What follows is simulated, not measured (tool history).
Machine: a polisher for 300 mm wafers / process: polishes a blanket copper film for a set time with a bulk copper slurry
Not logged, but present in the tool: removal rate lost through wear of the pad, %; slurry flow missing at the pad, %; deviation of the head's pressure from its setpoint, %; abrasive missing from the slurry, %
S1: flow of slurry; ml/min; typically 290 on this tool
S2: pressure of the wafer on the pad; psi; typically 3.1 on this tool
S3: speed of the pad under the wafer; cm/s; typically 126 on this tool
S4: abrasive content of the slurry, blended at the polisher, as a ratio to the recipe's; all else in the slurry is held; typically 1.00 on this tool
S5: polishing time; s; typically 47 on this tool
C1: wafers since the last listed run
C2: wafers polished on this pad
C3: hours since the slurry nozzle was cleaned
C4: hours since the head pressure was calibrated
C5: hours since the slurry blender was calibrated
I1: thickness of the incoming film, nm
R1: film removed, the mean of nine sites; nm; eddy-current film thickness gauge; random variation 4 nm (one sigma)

run,day,S1,S2,S3,S4,S5,C1,C2,C3,C4,C5,I1,R1
1,0.000,290,3.1,126,1.00,47,0,322,72.8,1287.6,91.6,3742.3,630.6
# day 0.721: head pressure recalibrated
2,4.483,290,3.1,126,1.00,47,961,1283,180.4,90.3,199.2,3701.1,625.1
3,6.271,290,2.4,126,1.00,37,390,1674,223.3,133.2,242.1,3675.7,379.7
4,8.742,290,3.8,102,1.00,47,539,2214,282.6,192.5,301.4,3698.3,611.8
5,10.688,290,3.8,102,1.00,47,425,2639,329.3,239.2,348.1,3724.9,608.4
# day 11.679: worn pad replaced by a new one
# day 12.158: slurry blender recalibrated
6,12.262,290,3.1,126,1.00,47,289,109,367.1,277.0,2.5,3723.5,607.9
# day 15.412: slurry nozzle cleaned
7,19.167,290,3.1,126,1.00,47,1499,1608,90.1,442.7,168.2,3754.8,622.0
8,20.671,290,3.1,126,1.00,47,328,1937,126.2,478.8,204.3,3739.6,625.5
# day 22.608: worn pad replaced by a new one
9,22.629,290,3.1,126,1.00,47,391,4,173.2,525.8,251.3,3768.7,624.4
10,25.129,290,3.1,126,1.00,47,546,551,233.2,585.8,311.3,3688.2,619.4
# day 27.300: slurry blender recalibrated
11,27.342,290,3.1,126,1.00,47,465,1016,286.3,638.9,1.0,3687.3,611.5
12,29.429,290,3.1,126,1.00,47,456,1472,336.4,689.0,51.1,3665.1,608.5
13,31.838,290,3.1,126,1.15,47,526,1999,394.2,746.8,108.9,3661.1,616.9
# day 33.058: slurry nozzle cleaned
# day 33.621: worn pad replaced by a new one
14,34.450,290,3.1,126,1.15,47,525,181,33.4,809.5,171.6,3693.8,637.9
15,35.512,290,3.1,142,1.00,47,232,413,58.9,835.0,197.1,3702.2,707.4
16,38.204,290,2.2,126,1.00,47,588,1002,123.5,899.6,261.7,3655.4,442.5
17,40.125,290,3.1,126,0.70,39,419,1421,169.6,945.7,307.8,3712.3,484.6
18,41.188,290,3.1,126,1.00,47,232,1654,195.1,971.2,333.3,3739.8,615.7
19,43.021,290,3.5,96,1.00,47,400,2054,239.1,1015.2,377.3,3724.8,531.6
# day 43.779: slurry blender recalibrated
# day 45.158: worn pad replaced by a new one
20,45.579,290,3.1,166,1.00,47,504,91,300.5,1076.6,43.2,3670.6,815.6
21,46.783,290,3.1,126,1.00,47,263,355,329.4,1105.5,72.1,3694.3,606.1
# day 48.879: head pressure recalibrated
22,49.633,290,3.1,126,1.00,47,604,959,397.8,18.1,140.5,3750.2,594.3
# day 49.883: slurry nozzle cleaned
23,52.071,290,2.5,126,1.00,47,523,1483,52.5,76.6,199.0,3760.9,499.7
24,53.729,195,3.1,126,1.00,35,362,1845,92.3,116.4,238.8,3720.6,444.3
25,55.471,365,3.6,126,1.00,47,380,2226,134.1,158.2,280.6,3743.8,739.6
# day 57.554: worn pad replaced by a new one
26,58.138,340,3.1,126,1.00,62,546,127,198.1,222.2,344.6,3705.4,846.1

Run 27 comes next. What will it give?
27,59.671,260,3.1,126,0.85,47,335,462,234.9,259.0,381.4,3734.2,?

Run 27 measured R1 597.8 nm.
Without the tool's hidden state the same run would have given R1 606.0 nm.

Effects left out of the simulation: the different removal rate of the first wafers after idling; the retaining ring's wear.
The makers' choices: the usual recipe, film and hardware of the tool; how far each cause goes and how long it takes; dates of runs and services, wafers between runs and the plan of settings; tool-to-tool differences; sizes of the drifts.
